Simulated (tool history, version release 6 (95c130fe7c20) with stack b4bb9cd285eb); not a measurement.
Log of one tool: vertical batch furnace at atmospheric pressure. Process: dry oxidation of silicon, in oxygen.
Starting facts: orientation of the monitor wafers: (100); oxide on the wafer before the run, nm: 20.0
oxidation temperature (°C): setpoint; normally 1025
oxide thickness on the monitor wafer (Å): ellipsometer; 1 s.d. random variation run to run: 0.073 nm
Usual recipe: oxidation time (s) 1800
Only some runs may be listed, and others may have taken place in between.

run,hour,oxidation temperature (°C),oxidation time (s),wafers since the last listed run,hours since the last temperature calibration,hours since the boat lift was adjusted,hours since the gauge calibration,"read-back reference wafer on the same gauge, thickness",oxide thickness on the monitor wafer (Å)
1,0,1025,1800,0,3157.3,2469.8,264.9,48.99,467.3
2,30.4,1025,1800,565,3187.7,2500.2,295.3,49.01,467.6
3,44.5,1025,1800,262,3201.8,2514.3,309.4,49,468.4
4,60.4,1025,1800,295,3217.7,2530.2,325.3,48.99,467.2
5,93.4,1025,1800,613,3250.7,2563.2,358.3,49,468.2
6,113.8,1025,1800,379,3271.1,2583.6,378.7,49,467.5
7,149.3,1025,1800,659,3306.6,2619.1,414.2,49,467.6
8,167.5,1035,1800,338,3324.8,2637.3,432.4,49.01,503.8
9,196.6,1035,1800,540,3353.9,2666.4,461.5,49,504
10,231.8,1025,1800,654,3389.1,2701.6,496.7,49.03,468.9
11,246.6,1025,1800,275,3403.9,2716.4,511.5,49.01,471
# hour 269: gauge calibrated
12,281.3,1025,1800,644,3438.6,2751.1,12.3,49.02,469.9
13,348.4,1020,2520,1247,3505.7,2818.2,79.4,49.01,536.5
# hour 374.1: boat lift adjusted
14,380.8,1020,2520,156,3538.1,6.7,111.8,48.99,536.5
# hour 410.7: thermocouples replaced and temperature profile calibrated
15,412.6,1047,1500,144,1.9,38.5,143.6,49.02,487.8
16,481.3,1003,2520,1276,70.6,107.2,212.3,48.97,456.2
17,505.3,1047,1500,446,94.6,131.2,236.3,48.96,488.4
18,539.2,1047,2070,630,128.5,165.1,270.2,49,572.4
19,562,1001,1800,423,151.3,187.9,293,48.99,384.6
20,597.6,1017,2040,661,186.9,223.5,328.6,48.97,456.4
21,630,1037,2520,602,219.3,255.9,361,49,591
22,660.2,1025,1800,561,249.5,286.1,391.2,49,455.2
23,678,1035,1800,330,267.3,303.9,409,49.02,490.1
24,707.4,1004,990,546,296.7,333.3,438.4,49.01,313.4
25,721.1,1006,1230,254,310.4,347,452.1,49.01,340.2
26,755.9,1041,2130,646,345.2,381.8,486.9,49.02,556.9
# hour 767: gauge calibrated
27,786.6,1035,1800,570,375.9,412.5,19.6,48.98,488.3
28,803,1044,930,304,392.3,428.9,36,48.99,388.2

Hidden state, per run?
monitor wafer colder than the profiled boat position, K: 0 at every run
gauge reads high (%): 0 at every run
H1: true tube temperature minus thermocouple reading, K
run,H1
1,3.89
2,3.97
3,4
4,4.04
5,4.13
6,4.18
7,4.27
8,4.31
9,4.39
10,4.48
11,4.52
12,4.61
13,4.79
14,4.88
15,0.354
16,0.356
17,0.358
18,0.361
19,0.363
20,0.368
21,0.373
22,0.378
23,0.382
24,0.388
25,0.392
26,0.4
27,0.409
28,0.414
